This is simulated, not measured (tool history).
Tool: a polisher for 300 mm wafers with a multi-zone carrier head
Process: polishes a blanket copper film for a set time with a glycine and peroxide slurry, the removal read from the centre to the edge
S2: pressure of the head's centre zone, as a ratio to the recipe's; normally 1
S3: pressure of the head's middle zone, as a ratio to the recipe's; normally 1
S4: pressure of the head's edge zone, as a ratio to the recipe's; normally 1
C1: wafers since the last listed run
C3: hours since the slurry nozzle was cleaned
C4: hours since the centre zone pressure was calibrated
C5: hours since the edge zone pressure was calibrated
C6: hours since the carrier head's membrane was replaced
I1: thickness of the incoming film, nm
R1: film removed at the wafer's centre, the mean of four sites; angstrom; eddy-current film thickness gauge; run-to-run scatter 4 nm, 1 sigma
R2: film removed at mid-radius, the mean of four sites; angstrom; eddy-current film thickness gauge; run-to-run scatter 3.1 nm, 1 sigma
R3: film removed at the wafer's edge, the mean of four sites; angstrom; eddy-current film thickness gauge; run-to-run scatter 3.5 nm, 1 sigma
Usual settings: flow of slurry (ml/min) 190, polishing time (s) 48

{"run": 1, "hour": 0.0, "flow of slurry (ml/min)": 190, "S2": 1, "S3": 1, "S4": 1, "polishing time (s)": 60, "C1": 0, "wafers polished on this pad": 2585, "C3": 325.7, "C4": 116.7, "C5": 570.4, "C6": 1166.6, "I1": 2213.2, "R1": 3069, "R2": 3220, "R3": 3140}
{"hour": 99.9, "done": "slurry nozzle cleaned"}
{"run": 2, "hour": 103.4, "flow of slurry (ml/min)": 190, "S2": 1, "S3": 1, "S4": 1, "polishing time (s)": 48, "C1": 1022, "wafers polished on this pad": 3608, "C3": 3.5, "C4": 220.1, "C5": 673.8, "C6": 1270, "I1": 2203, "R1": 2773, "R2": 2750, "R3": 2684}
{"hour": 105.6, "done": "edge zone pressure recalibrated"}
{"hour": 129.2, "done": "worn pad replaced by a new one"}
{"run": 3, "hour": 183.5, "flow of slurry (ml/min)": 190, "S2": 1, "S3": 1, "S4": 1, "polishing time (s)": 48, "C1": 739, "wafers polished on this pad": 541, "C3": 83.6, "C4": 300.2, "C5": 77.9, "C6": 1350.1, "I1": 2245.7, "R1": 2723, "R2": 2759, "R3": 2635}
{"run": 4, "hour": 233.7, "flow of slurry (ml/min)": 190, "S2": 1, "S3": 1, "S4": 1, "polishing time (s)": 48, "C1": 501, "wafers polished on this pad": 1042, "C3": 133.8, "C4": 350.4, "C5": 128.1, "C6": 1400.3, "I1": 2204.4, "R1": 2721, "R2": 2790, "R3": 2653}
{"run": 5, "hour": 274.7, "flow of slurry (ml/min)": 190, "S2": 1, "S3": 1, "S4": 1, "polishing time (s)": 48, "C1": 409, "wafers polished on this pad": 1452, "C3": 174.8, "C4": 391.4, "C5": 169.1, "C6": 1441.3, "I1": 2236.7, "R1": 2683, "R2": 2663, "R3": 2625}
{"run": 6, "hour": 337.3, "flow of slurry (ml/min)": 190, "S2": 1, "S3": 1, "S4": 1, "polishing time (s)": 48, "C1": 624, "wafers polished on this pad": 2077, "C3": 237.4, "C4": 454, "C5": 231.7, "C6": 1503.9, "I1": 2212.2, "R1": 2647, "R2": 2752, "R3": 2609}
{"run": 7, "hour": 434.0, "flow of slurry (ml/min)": 190, "S2": 1, "S3": 1, "S4": 1, "polishing time (s)": 48, "C1": 965, "wafers polished on this pad": 3042, "C3": 334.1, "C4": 550.7, "C5": 328.4, "C6": 1600.6, "I1": 2227.5, "R1": 2506, "R2": 2615, "R3": 2576}
{"hour": 466.9, "done": "centre zone pressure recalibrated"}
{"run": 8, "hour": 484.6, "flow of slurry (ml/min)": 215, "S2": 1, "S3": 1, "S4": 1, "polishing time (s)": 48, "C1": 485, "wafers polished on this pad": 3527, "C3": 384.7, "C4": 17.7, "C5": 379, "C6": 1651.2, "I1": 2225.2, "R1": 2512, "R2": 2583, "R3": 2654}
{"hour": 517.6, "done": "worn pad replaced by a new one"}
{"run": 9, "hour": 542.4, "flow of slurry (ml/min)": 215, "S2": 1, "S3": 1, "S4": 1, "polishing time (s)": 48, "C1": 537, "wafers polished on this pad": 247, "C3": 442.5, "C4": 75.5, "C5": 436.8, "C6": 1709, "I1": 2195.7, "R1": 2372, "R2": 2480, "R3": 2532}
{"hour": 545.6, "done": "slurry nozzle cleaned"}
{"run": 10, "hour": 614.6, "flow of slurry (ml/min)": 135, "S2": 0.94, "S3": 0.91, "S4": 0.95, "polishing time (s)": 48, "C1": 710, "wafers polished on this pad": 958, "C3": 69, "C4": 147.7, "C5": 509, "C6": 1781.2, "I1": 2215.1, "R1": 2338, "R2": 2328, "R3": 2460}
{"run": 11, "hour": 685.9, "flow of slurry (ml/min)": 190, "S2": 1, "S3": 1, "S4": 1, "polishing time (s)": 48, "C1": 711, "wafers polished on this pad": 1670, "C3": 140.3, "C4": 219, "C5": 580.3, "C6": 1852.5, "I1": 2187.6, "R1": 2715, "R2": 2781, "R3": 2687}
{"hour": 745.8, "done": "carrier head's membrane replaced by a new one"}
{"run": 12, "hour": 748.5, "flow of slurry (ml/min)": 190, "S2": 0.95, "S3": 0.93, "S4": 1, "polishing time (s)": 48, "C1": 574, "wafers polished on this pad": 2245, "C3": 202.9, "C4": 281.6, "C5": 642.9, "C6": 2.7, "I1": 2223.9, "R1": 2512, "R2": 2553, "R3": 2626}
{"run": 13, "hour": 816.5, "flow of slurry (ml/min)": 190, "S2": 0.93, "S3": 1, "S4": 1, "polishing time (s)": 48, "C1": 678, "wafers polished on this pad": 2923, "C3": 270.9, "C4": 349.6, "C5": 710.9, "C6": 70.7, "I1": 2232.7, "R1": 2466, "R2": 2619, "R3": 2600}
{"hour": 825.7, "done": "edge zone pressure recalibrated"}
{"run": 14, "hour": 889.2, "flow of slurry (ml/min)": 150, "S2": 1.05, "S3": 1.06, "S4": 1, "polishing time (s)": 63, "C1": 705, "wafers polished on this pad": 3629, "C3": 343.6, "C4": 422.3, "C5": 63.5, "C6": 143.4, "I1": 2243.4, "R1": 3231, "R2": 3356, "R3": 3201}
{"hour": 916.6, "done": "worn pad replaced by a new one"}
{"run": 15, "hour": 945.2, "flow of slurry (ml/min)": 190, "S2": 1, "S3": 1, "S4": 1, "polishing time (s)": 48, "C1": 519, "wafers polished on this pad": 285, "C3": 399.6, "C4": 478.3, "C5": 119.5, "C6": 199.4, "I1": 2262.9, "R1": 2409, "R2": 2469, "R3": 2477}
{"hour": 980.7, "done": "centre zone pressure recalibrated"}
{"hour": 1038.4, "done": "slurry nozzle cleaned"}
{"run": 16, "hour": 1041.3, "flow of slurry (ml/min)": 190, "S2": 1, "S3": 1, "S4": 1, "polishing time (s)": 59, "C1": 929, "wafers polished on this pad": 1215, "C3": 2.9, "C4": 60.6, "C5": 215.6, "C6": 295.5, "I1": 2225.7, "R1": 3233, "R2": 3443, "R3": 3322}
{"run": 17, "hour": 1169.8, "flow of slurry (ml/min)": 215, "S2": 1, "S3": 1, "S4": 1.1, "polishing time (s)": 48, "C1": 1282, "wafers polished on this pad": 2498, "C3": 131.4, "C4": 189.1, "C5": 344.1, "C6": 424, "I1": 2246.9, "R1": 2812, "R2": 2785, "R3": 2831}
{"run": 18, "hour": 1278.8, "flow of slurry (ml/min)": 190, "S2": 1.08, "S3": 1, "S4": 1, "polishing time (s)": 48, "C1": 1088, "wafers polished on this pad": 3586, "C3": 240.4, "C4": 298.1, "C5": 453.1, "C6": 533, "I1": 2246.6, "R1": 2869, "R2": 2671, "R3": 2584}
{"hour": 1380.2, "done": "worn pad replaced by a new one"}
{"run": 19, "hour": 1476.4, "flow of slurry (ml/min)": 150, "S2": 1.05, "S3": 1.06, "S4": 1, "polishing time (s)": 63, "C1": 1932, "wafers polished on this pad": 960, "C3": 438, "C4": 495.7, "C5": 650.7, "C6": 730.6, "I1": 2235.6, "R1": 2908, "R2": 3075, "R3": 3010}
{"hour": 1481.5, "done": "centre zone pressure recalibrated"}
{"hour": 1501.2, "done": "slurry nozzle cleaned"}
{"run": 20, "hour": 1513.9, "flow of slurry (ml/min)": 190, "S2": 1, "S3": 1, "S4": 1, "polishing time (s)": 48, "C1": 344, "wafers polished on this pad": 1304, "C3": 12.7, "C4": 32.4, "C5": 688.2, "C6": 768.1, "I1": 2234.4, "R1": 2689, "R2": 2796, "R3": 2713}
{"run": 21, "hour": 1552.4, "flow of slurry (ml/min)": 190, "S2": 0.91, "S3": 1, "S4": 1, "polishing time (s)": 48, "C1": 384, "wafers polished on this pad": 1689, "C3": 51.2, "C4": 70.9, "C5": 726.7, "C6": 806.6, "I1": 2187.6, "R1": 2443, "R2": 2709, "R3": 2672}
{"hour": 1587.2, "done": "edge zone pressure recalibrated"}
{"run": 22, "hour": 1625.8, "flow of slurry (ml/min)": 220, "S2": 0.95, "S3": 1, "S4": 1.07, "polishing time (s)": 54, "C1": 712, "wafers polished on this pad": 2401, "C3": 124.6, "C4": 144.3, "C5": 38.6, "C6": 880, "I1": 2208.7, "R1": 2930, "R2": 3140, "R3": 3106}
{"run": 23, "hour": 1721.7, "flow of slurry (ml/min)": 190, "S2": 0.88, "S3": 1, "S4": 1.1, "polishing time (s)": 48, "C1": 957, "wafers polished on this pad": 3359, "C3": 220.5, "C4": 240.2, "C5": 134.5, "C6": 975.9, "I1": 2187.8, "R1": 2348, "R2": 2653, "R3": 2718}

Each run again, without the hidden state but with its own random variation kept:
Hidden conditions of the tool in this case: removal rate lost through wear of the pad, %; slurry flow missing at the pad, %; deviation of the centre zone's pressure from its setpoint, %; deviation of the edge zone's pressure from its setpoint, %.
run=1 R1=3329 R2=3463 R3=3308
run=2 R1=2780 R2=2756 R3=2688
run=3 R1=2738 R2=2773 R3=2645
run=4 R1=2748 R2=2815 R3=2671
run=5 R1=2727 R2=2702 R3=2654
run=6 R1=2726 R2=2825 R3=2660
run=7 R1=2677 R2=2773 R3=2688
run=8 R1=2736 R2=2789 R3=2807
run=9 R1=2719 R2=2801 R3=2763
run=10 R1=2361 R2=2349 R3=2476
run=11 R1=2753 R2=2816 R3=2711
run=12 R1=2574 R2=2609 R3=2669
run=13 R1=2575 R2=2722 R3=2674
run=14 R1=3565 R2=3660 R3=3401
run=15 R1=2707 R2=2738 R3=2667
run=16 R1=3244 R2=3455 R3=3330
run=17 R1=2840 R2=2810 R3=2850
run=18 R1=2962 R2=2748 R3=2638
run=19 R1=3557 R2=3665 R3=3391
run=20 R1=2694 R2=2801 R3=2716
run=21 R1=2450 R2=2716 R3=2677
run=22 R1=2951 R2=3160 R3=3121
run=23 R1=2406 R2=2711 R3=2762

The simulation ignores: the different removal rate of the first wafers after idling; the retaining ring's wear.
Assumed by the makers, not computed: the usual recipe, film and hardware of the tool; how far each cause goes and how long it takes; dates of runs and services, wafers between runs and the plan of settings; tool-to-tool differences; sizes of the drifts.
